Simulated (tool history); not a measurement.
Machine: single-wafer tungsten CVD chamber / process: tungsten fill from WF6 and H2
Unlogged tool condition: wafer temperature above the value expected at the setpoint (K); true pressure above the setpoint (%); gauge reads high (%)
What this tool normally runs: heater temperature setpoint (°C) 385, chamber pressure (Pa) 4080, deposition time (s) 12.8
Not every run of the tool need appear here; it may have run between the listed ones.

run	hour	heater temperature setpoint (°C)	chamber pressure (Pa)	deposition time (s)	wafers since the last listed run	hours since the last thermocouple change	hours since the last manometer calibration	hours since the showerhead was replaced	hours since the gauge calibration	read-back reference wafer on the same gauge, thickness_nm	mean film thickness on the monitor wafer (angstrom)
1	0	385	3613	12.8	0	84.6	1577.4	3816.9	822.1	27.319	284.28
2	47.8	385	4080	12.8	1375	132.4	1625.2	3864.7	869.9	27.268	301.85
3	81	385	4080	12.8	955	165.6	1658.4	3897.9	903.1	27.28	302.17
4	121	385	4080	12.8	1150	205.6	1698.4	3937.9	943.1	27.295	304.4
5	188.9	385	4080	12.8	1953	273.5	1766.3	4005.8	1011	27.306	304.78
6	250.6	385	4080	12.8	1774	335.2	1828	4067.5	1072.7	27.297	309.18
7	367.7	385	4080	12.8	3368	452.3	1945.1	4184.6	1189.8	27.315	310.49
8	435.3	385	4080	12.8	1944	519.9	2012.7	4252.2	1257.4	27.312	310.39
9	504.8	385	4080	12.8	1999	589.4	2082.2	4321.7	1326.9	27.329	310.59
# hour 518.6: capacitance manometer re-zeroed and calibrated
10	552.4	385	4080	12.8	1139	637	33.8	4369.3	1374.5	27.295	310.43
# hour 607.9: showerhead replaced
11	622.3	385	4080	12.8	1780	706.9	103.7	14.4	1444.4	27.306	313.33
12	693.5	385	4080	12.8	2048	778.1	174.9	85.6	1515.6	27.336	314.53
13	749.5	385	4080	12.8	1610	834.1	230.9	141.6	1571.6	27.27	313.78
14	813.6	385	4080	12.8	1843	898.2	295	205.7	1635.7	27.347	312.72
15	848.8	385	4080	12.8	1012	933.4	330.2	240.9	1670.9	27.362	314.86
16	884.3	385	4080	12.8	1021	968.9	365.7	276.4	1706.4	27.315	314.69
17	945	385	4080	14.4	1746	1029.6	426.4	337.1	1767.1	27.289	354.33
18	976.1	385	4080	12.8	894	1060.7	457.5	368.2	1798.2	27.304	313.99
# hour 983.8: gauge calibrated
19	1006	385	4773	11.6	860	1090.6	487.4	398.1	22.2	27.312	307.18
20	1036.1	378	4653	13.8	865	1120.7	517.5	428.2	52.3	27.272	319.76
21	1089.8	385	4080	12.8	1544	1174.4	571.2	481.9	106	27.246	314.28
22	1158.4	385	4080	13.4	1973	1243	639.8	550.5	174.6	27.326	329.76
23	1198.6	378	4746	14.8	1156	1283.2	680	590.7	214.8	27.297	344.96
24	1228.9	375	4080	15.1	871	1313.5	710.3	621	245.1	27.291	311.24
# hour 1247.3: thermocouple changed; heater temperature recalibrated
25	1293.3	378	4080	14.4	1622	46	774.7	685.4	309.5	27.319	298.73
26	1353.5	385	4080	15.2	1731	106.2	834.9	745.6	369.7	27.31	358.27
27	1392.5	390	4413	10.6	1121	145.2	873.9	784.6	408.7	27.311	281.1
28	1421.9	392	4080	14.3	845	174.6	903.3	814	438.1	27.284	382.72
29	1465.5	394	3546	11.7	1254	218.2	946.9	857.6	481.7	27.268	305.01
30	1519.7	385	4893	12.8	1559	272.4	1001.1	911.8	535.9	27.267	331.45
31	1614.4	385	4080	15.2	2724	367.1	1095.8	1006.5	630.6	27.326	366.72
32	1677.7	385	4893	12.8	1820	430.4	1159.1	1069.8	693.9	27.335	336.18
33	1702.7	380	3333	10.8	719	455.4	1184.1	1094.8	718.9	27.274	217.56
34	1747.6	372	4080	12.8	1291	500.3	1229	1139.7	763.8	27.292	245.26
35	1812.5	393	5093	14.3	1866	565.2	1293.9	1204.6	828.7	27.354	439.97

Below, some changes in mean film thickness on the monitor wafer (angstrom) between adjacent runs. For each, the amount present without the hidden state too (settings, incoming material, random variation) and the amount remaining for the hidden state with gauge scatter not shared by both compared results:
Run 24 -> 25: heater temperature setpoint (°C) 375 -> 378, deposition time (s) 15.1 -> 14.4, thermocouple changed; heater temperature recalibrated. mean film thickness on the monitor wafer (angstrom) -12.51: hidden state -16.08, all else +3.57.
Run 27 -> 28: heater temperature setpoint (°C) 390 -> 392, chamber pressure (Pa) 4413 -> 4080, deposition time (s) 10.6 -> 14.3. mean film thickness on the monitor wafer (angstrom) +101.62: hidden state +1.82, all else +99.8.
Run 32 -> 33: heater temperature setpoint (°C) 385 -> 380, chamber pressure (Pa) 4893 -> 3333, deposition time (s) 12.8 -> 10.8. mean film thickness on the monitor wafer (angstrom) -118.62: hidden state -3.08, all else -115.54.
Run 34 -> 35: heater temperature setpoint (°C) 372 -> 393, chamber pressure (Pa) 4080 -> 5093, deposition time (s) 12.8 -> 14.3. mean film thickness on the monitor wafer (angstrom) +194.71: hidden state +6.24, all else +188.47.
